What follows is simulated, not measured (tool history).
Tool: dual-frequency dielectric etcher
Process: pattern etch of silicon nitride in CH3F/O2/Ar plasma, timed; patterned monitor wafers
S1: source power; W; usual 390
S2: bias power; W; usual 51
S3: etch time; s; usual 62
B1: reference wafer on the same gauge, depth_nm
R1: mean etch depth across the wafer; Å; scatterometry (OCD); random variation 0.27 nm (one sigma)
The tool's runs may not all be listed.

Run 1, hour 0: usual settings; B1 43.83. Result: R1 456.1 Å.
Run 2, hour 70.9: usual settings; B1 43.82. Result: R1 461.5 Å.
Run 3, hour 113.1: usual settings; B1 43.7. Result: R1 454.7 Å.
Run 4, hour 158.4: usual settings; B1 43.78. Result: R1 462.5 Å.
At hour 198.1: wet clean of the chamber.
Run 5, hour 220.7: usual settings; B1 43.85. Result: R1 448.8 Å.
Run 6, hour 315.3: usual settings; B1 43.79. Result: R1 451.7 Å.
Run 7, hour 400: usual settings; B1 43.8. Result: R1 453 Å.
Run 8, hour 502.7: usual settings; B1 43.95. Result: R1 453.3 Å.
At hour 628.6: upper electrode replaced.
Run 9, hour 629.1: usual settings; B1 43.86. Result: R1 460.1 Å.
At hour 676.7: wet clean of the chamber.
Run 10, hour 714: usual settings; B1 43.82. Result: R1 452.4 Å.
Run 11, hour 796: usual settings but S1 320 W; B1 43.83. Result: R1 426.1 Å.
Run 12, hour 879.2: usual settings; B1 43.9. Result: R1 451 Å.
Run 13, hour 952.2: usual settings but S1 320 W; B1 43.89. Result: R1 430.9 Å.
At hour 964.5: gauge calibrated.
Run 14, hour 1126.8: usual settings but S1 310 W, S2 56 W; B1 43.89. Result: R1 444 Å.
Run 15, hour 1231.3: usual settings; B1 43.8. Result: R1 462.9 Å.
At hour 1255.5: wet clean of the chamber.
At hour 1367.7: source power generator calibrated.
Run 16, hour 1384.6: usual settings but S1 420 W; B1 43.72. Result: R1 456.6 Å.
Run 17, hour 1451.2: usual settings but S1 460 W, S2 58 W, S3 69.5 s; B1 43.78. Result: R1 555.6 Å.
At hour 1460.4: bias power generator calibrated.
Run 18, hour 1528.3: usual settings but S3 69.5 s; B1 43.79. Result: R1 512.7 Å.
Run 19, hour 1613.2: usual settings; B1 43.94. Result: R1 459.7 Å.
At hour 1719.7: wet clean of the chamber.
Run 20, hour 1720.2: usual settings but S1 490 W; B1 43.77. Result: R1 484.4 Å.
Run 21, hour 1773.6: usual settings but S1 330 W; B1 43.84. Result: R1 424 Å.
Run 22, hour 1868.9: usual settings but S1 480 W; B1 43.76. Result: R1 482.6 Å.

Forecast each of these 4 alternatives for the next run:
Run A, hour 1869.3: usual settings; B1 ?. Result: R1 ?.
Run B, hour 1869.3: usual settings but S2 58 W, S3 78.5 s; B1 ?. Result: R1 ?.
Run C, hour 1869.3: usual settings but S3 49 s; B1 ?. Result: R1 ?.
Run D, hour 1869.3: usual settings but S1 300 W, S2 55 W, S3 73.5 s; B1 ?. Result: R1 ?.

run     B1     R1
  A  43.79  448.4
  B  43.79  593.1
  C  43.79  354.4
  D  43.79  503.5
Without the tool's hidden state the same runs would have given:
run     R1
  A  443.6
  B  586.8
  C  350.6
  D  498.1
